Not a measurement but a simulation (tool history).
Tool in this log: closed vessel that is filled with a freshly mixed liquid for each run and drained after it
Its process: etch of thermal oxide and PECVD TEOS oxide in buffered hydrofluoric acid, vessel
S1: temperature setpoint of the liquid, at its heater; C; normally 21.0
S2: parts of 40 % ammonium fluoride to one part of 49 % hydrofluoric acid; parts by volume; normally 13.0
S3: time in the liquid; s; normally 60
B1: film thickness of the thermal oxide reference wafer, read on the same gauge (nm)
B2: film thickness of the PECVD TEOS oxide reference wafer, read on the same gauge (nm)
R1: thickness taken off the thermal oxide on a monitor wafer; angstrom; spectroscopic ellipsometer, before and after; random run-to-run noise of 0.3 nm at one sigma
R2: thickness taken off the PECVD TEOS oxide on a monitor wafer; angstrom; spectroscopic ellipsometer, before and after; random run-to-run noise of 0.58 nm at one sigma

run   hour    S1    S2  S3     B1     B2     R1      R2
  1    0.0  21.0  13.0  60  39.94  30.00  423.0   643.2
  2   13.1  24.0  13.0  60  40.03  29.99  496.8   746.7
  3   23.2  21.0  13.0  60  40.01  30.01  420.0   636.7
  4   32.8  21.0  13.0  60  40.00  29.98  420.0   631.3
  5   47.9  21.0  13.0  40  40.03  30.03  278.1   427.2
  6   86.3  23.0  13.0  60  40.00  29.98  462.9   702.5
  7   99.8  23.0  13.0  60  39.98  29.99  462.2   704.4
  8  112.8  21.0   9.5  60  40.05  30.01  555.5   848.2
  9  130.8  21.0   9.5  60  39.94  30.00  548.3   849.3
 10  146.8  21.0   9.5  60  40.01  29.97  558.7   853.9
 11  163.3  21.0  13.0  75  39.96  30.01  517.4   801.8
     173.4  -- hydrofluoric acid flow meter replaced
     185.9  -- thermometer replaced
 12  190.1  22.5   9.5  60  39.96  30.00  696.1  1074.3
 13  201.4  21.0   9.5  70  40.04  29.98  740.7  1131.8
     211.6  -- gauge calibrated
 14  216.5  21.0  17.0  90  39.97  30.00  558.2   833.1
 15  259.3  21.0  13.0  60  40.00  29.99  479.7   733.3
 16  304.0  23.5  13.0  40  39.97  29.98  366.6   556.7
 17  311.4  17.5   8.5  30  40.01  30.01  287.2   436.1
 18  320.4  25.5  11.5  50  40.06  29.98  572.7   888.7
 19  337.5  21.0  13.0  60  39.96  30.00  477.6   734.4
 20  347.9  21.0  13.0  60  39.97  30.00  480.1   731.9
 21  357.3  18.5  13.0  60  39.98  30.02  414.7   636.4
 22  372.7  21.0  15.5  70  39.96  30.00  462.5   715.8

Consider 3 possible next runs. They are alternatives, not a sequence: every one starts from the tool as it was left by run 22. What does each give?
  A  373.4  19.5  13.0  60   ?   ?   ?   ?
  B  373.4  21.0  11.0  40   ?   ?   ?   ?
  C  373.4  24.0  11.5  75   ?   ?   ?   ?

run     B1     B2     R1      R2
  A  40.01  30.02  437.2   664.3
  B  40.01  30.02  373.3   567.2
  C  40.01  30.02  790.9  1201.7
Stripped of hidden state, with their random variation kept, the same runs would have yielded:
run     R1      R2
  A  443.2   673.4
  B  378.3   574.8
  C  801.3  1217.5
